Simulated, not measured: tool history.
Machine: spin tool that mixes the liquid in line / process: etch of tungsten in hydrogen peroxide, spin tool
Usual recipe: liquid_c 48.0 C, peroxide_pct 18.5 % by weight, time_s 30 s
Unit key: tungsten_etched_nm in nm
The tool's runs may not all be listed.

| run | hour | liquid_c | peroxide_pct | time_s | wafers since the last listed run | hours since the thermometer was replaced | hours since the peroxide flow meter was replaced | hours since the heated supply line was repaired | hours since the drum of peroxide was connected | hours since the gauge calibration | read-back film thickness of the tungsten reference wafer, read on the same gauge (nm) | tungsten_etched_nm |
|---|---|---|---|---|---|---|---|---|---|---|---|---|
| 1 | 0.0 | 48.0 | 18.5 | 30 | 0 | 786.6 | 543.0 | 2511.3 | 722.3 | 261.5 | 79.99 | 47.77 |
| 2 | 55.6 | 48.0 | 18.5 | 30 | 785 | 842.2 | 598.6 | 2566.9 | 777.9 | 317.1 | 79.97 | 47.40 |
| 3 | 87.7 | 48.0 | 18.5 | 30 | 453 | 874.3 | 630.7 | 2599.0 | 810.0 | 349.2 | 79.98 | 47.72 |
| 4 | 127.1 | 48.0 | 18.5 | 30 | 556 | 913.7 | 670.1 | 2638.4 | 849.4 | 388.6 | 80.01 | 47.86 |
| 5 | 169.3 | 48.0 | 18.5 | 30 | 596 | 955.9 | 712.3 | 2680.6 | 891.6 | 430.8 | 80.00 | 48.05 |
|  | 196.3 | peroxide flow meter replaced |
| 6 | 232.1 | 48.0 | 18.5 | 30 | 873 | 1018.7 | 35.8 | 2743.4 | 954.4 | 493.6 | 79.98 | 46.06 |
| 7 | 299.4 | 48.0 | 18.5 | 20 | 950 | 1086.0 | 103.1 | 2810.7 | 1021.7 | 560.9 | 80.02 | 30.76 |
| 8 | 343.9 | 48.0 | 18.5 | 20 | 628 | 1130.5 | 147.6 | 2855.2 | 1066.2 | 605.4 | 80.00 | 30.93 |
| 9 | 368.3 | 48.0 | 18.5 | 30 | 344 | 1154.9 | 172.0 | 2879.6 | 1090.6 | 629.8 | 79.97 | 46.65 |
| 10 | 424.4 | 48.0 | 18.5 | 30 | 792 | 1211.0 | 228.1 | 2935.7 | 1146.7 | 685.9 | 79.95 | 46.57 |
| 11 | 480.9 | 48.0 | 18.5 | 30 | 798 | 1267.5 | 284.6 | 2992.2 | 1203.2 | 742.4 | 79.96 | 46.78 |
|  | 506.0 | heated supply line repaired |
| 12 | 506.5 | 48.0 | 18.5 | 30 | 347 | 1293.1 | 310.2 | 0.5 | 1228.8 | 768.0 | 80.01 | 47.02 |
|  | 541.7 | new drum of peroxide connected |
| 13 | 567.0 | 48.0 | 18.5 | 30 | 840 | 1353.6 | 370.7 | 61.0 | 25.3 | 828.5 | 80.03 | 47.22 |
|  | 611.5 | thermometer replaced |
| 14 | 628.2 | 41.0 | 17.0 | 35 | 850 | 16.7 | 431.9 | 122.2 | 86.5 | 889.7 | 80.00 | 34.00 |
|  | 660.1 | gauge calibrated |
| 15 | 711.2 | 48.0 | 18.5 | 30 | 1172 | 99.7 | 514.9 | 205.2 | 169.5 | 51.1 | 79.98 | 47.65 |
| 16 | 775.8 | 48.0 | 18.5 | 30 | 912 | 164.3 | 579.5 | 269.8 | 234.1 | 115.7 | 80.05 | 47.69 |
| 17 | 807.1 | 41.0 | 14.5 | 15 | 442 | 195.6 | 610.8 | 301.1 | 265.4 | 147.0 | 79.99 | 13.51 |
| 18 | 930.3 | 55.0 | 21.0 | 40 | 1740 | 318.8 | 734.0 | 424.3 | 388.6 | 270.2 | 80.00 | 104.05 |
|  | 955.9 | peroxide flow meter replaced |
| 19 | 961.6 | 48.0 | 18.5 | 15 | 428 | 350.1 | 5.7 | 455.6 | 419.9 | 301.5 | 79.99 | 23.19 |
| 20 | 1029.0 | 48.0 | 21.5 | 45 | 952 | 417.5 | 73.1 | 523.0 | 487.3 | 368.9 | 79.98 | 74.77 |
| 21 | 1087.8 | 48.0 | 18.5 | 30 | 830 | 476.3 | 131.9 | 581.8 | 546.1 | 427.7 | 80.00 | 46.47 |
| 22 | 1113.5 | 48.0 | 18.5 | 45 | 363 | 502.0 | 157.6 | 607.5 | 571.8 | 453.4 | 80.01 | 69.26 |
| 23 | 1183.9 | 48.0 | 18.5 | 40 | 994 | 572.4 | 228.0 | 677.9 | 642.2 | 523.8 | 79.96 | 62.47 |
| 24 | 1351.2 | 41.0 | 17.0 | 35 | 2363 | 739.7 | 395.3 | 845.2 | 809.5 | 691.1 | 80.03 | 33.94 |

For each run, what was the tool's unlogged condition?
liquid hotter than its thermometer reads (K): 0, the same for each run
temperature lost on the way to the wafer (K): 0, the same for each run
peroxide weaker than its label (%): 0, the same for each run
gauge reads high (%): 0, the same for each run
H1: peroxide flow above the setpoint (%)
| run | H1 |
|---|---|
| 1 | 6.24 |
| 2 | 6.84 |
| 3 | 7.18 |
| 4 | 7.61 |
| 5 | 8.06 |
| 6 | 0.585 |
| 7 | 1.31 |
| 8 | 1.78 |
| 9 | 2.05 |
| 10 | 2.65 |
| 11 | 3.25 |
| 12 | 3.53 |
| 13 | 4.18 |
| 14 | 4.83 |
| 15 | 5.72 |
| 16 | 6.42 |
| 17 | 6.75 |
| 18 | 8.07 |
| 19 | 0.487 |
| 20 | 1.21 |
| 21 | 1.84 |
| 22 | 2.12 |
| 23 | 2.87 |
| 24 | 4.67 |
